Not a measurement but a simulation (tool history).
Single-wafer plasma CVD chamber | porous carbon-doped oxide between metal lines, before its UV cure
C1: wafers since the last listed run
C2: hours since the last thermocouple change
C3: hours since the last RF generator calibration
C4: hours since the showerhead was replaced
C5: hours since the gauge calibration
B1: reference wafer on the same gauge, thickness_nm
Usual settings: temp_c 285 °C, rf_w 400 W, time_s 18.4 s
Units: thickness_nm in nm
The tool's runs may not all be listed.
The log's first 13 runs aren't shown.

Run 14, hour 270.5: usual settings but time_s 17.0 s; C1 675; C2 45.4; C3 889.6; C4 3188.1; C5 862.9; B1 98.942. Result: thickness_nm 79.514 nm.
Run 15, hour 298.9: usual settings; C1 611; C2 73.8; C3 918.0; C4 3216.5; C5 891.3; B1 98.928. Result: thickness_nm 86.109 nm.
Run 16, hour 311.0: usual settings but rf_w 345 W; C1 260; C2 85.9; C3 930.1; C4 3228.6; C5 903.4; B1 98.881. Result: thickness_nm 76.067 nm.
Run 17, hour 341.2: usual settings; C1 649; C2 116.1; C3 960.3; C4 3258.8; C5 933.6; B1 98.790. Result: thickness_nm 85.705 nm.
Run 18, hour 367.2: usual settings but temp_c 277 °C; C1 559; C2 142.1; C3 986.3; C4 3284.8; C5 959.6; B1 98.929. Result: thickness_nm 89.687 nm.
Run 19, hour 379.8: usual settings; C1 271; C2 154.7; C3 998.9; C4 3297.4; C5 972.2; B1 98.938. Result: thickness_nm 86.231 nm.
Run 20, hour 408.4: usual settings but temp_c 271 °C, rf_w 375 W, time_s 15.9 s; C1 615; C2 183.3; C3 1027.5; C4 3326.0; C5 1000.8; B1 98.938. Result: thickness_nm 76.530 nm.
At hour 431.4: showerhead replaced.
Run 21, hour 431.9: usual settings but temp_c 278 °C, rf_w 365 W, time_s 15.1 s; C1 333; C2 206.8; C3 1051.0; C4 0.5; C5 1024.3; B1 98.878. Result: thickness_nm 68.979 nm.
At hour 450.1: RF generator calibrated.
Run 22, hour 456.1: usual settings but temp_c 291 °C, rf_w 330 W; C1 348; C2 231.0; C3 6.0; C4 24.7; C5 1048.5; B1 98.911. Result: thickness_nm 71.117 nm.
At hour 483.8: gauge calibrated.
Run 23, hour 487.1: usual settings but temp_c 280 °C, rf_w 450 W, time_s 19.8 s; C1 666; C2 262.0; C3 37.0; C4 55.7; C5 3.3; B1 98.958. Result: thickness_nm 104.409 nm.
Run 24, hour 499.5: usual settings but temp_c 278 °C, rf_w 445 W, time_s 22.0 s; C1 266; C2 274.4; C3 49.4; C4 68.1; C5 15.7; B1 98.915. Result: thickness_nm 115.423 nm.
Run 25, hour 522.7: usual settings but temp_c 277 °C, rf_w 455 W, time_s 20.5 s; C1 499; C2 297.6; C3 72.6; C4 91.3; C5 38.9; B1 98.825. Result: thickness_nm 110.572 nm.
Run 26, hour 541.7: usual settings but time_s 16.1 s; C1 408; C2 316.6; C3 91.6; C4 110.3; C5 57.9; B1 98.877. Result: thickness_nm 75.501 nm.
Run 27, hour 576.0: usual settings but temp_c 272 °C, time_s 16.0 s; C1 737; C2 350.9; C3 125.9; C4 144.6; C5 92.2; B1 98.841. Result: thickness_nm 80.842 nm.
Run 28, hour 609.2: usual settings but rf_w 360 W; C1 714; C2 384.1; C3 159.1; C4 177.8; C5 125.4; B1 98.982. Result: thickness_nm 78.896 nm.
Run 29, hour 622.6: usual settings but rf_w 365 W; C1 288; C2 397.5; C3 172.5; C4 191.2; C5 138.8; B1 98.958. Result: thickness_nm 79.658 nm.
Run 30, hour 657.0: usual settings; C1 740; C2 431.9; C3 206.9; C4 225.6; C5 173.2; B1 98.949. Result: thickness_nm 85.837 nm.
Run 31, hour 677.2: usual settings; C1 434; C2 452.1; C3 227.1; C4 245.8; C5 193.4; B1 99.005. Result: thickness_nm 86.402 nm.
Run 32, hour 696.6: usual settings but time_s 16.7 s; C1 417; C2 471.5; C3 246.5; C4 265.2; C5 212.8; B1 98.931. Result: thickness_nm 78.604 nm.

The next listed run, before its measurement:
Run 33, hour 714.0: usual settings but time_s 16.0 s; C1 374; C2 488.9; C3 263.9; C4 282.6; C5 230.2; B1 ?. Result: thickness_nm ?.

Run 33 gave B1 98.898, thickness_nm 75.368 nm.
Without the tool's hidden state the same run would have given thickness_nm 75.368 nm.
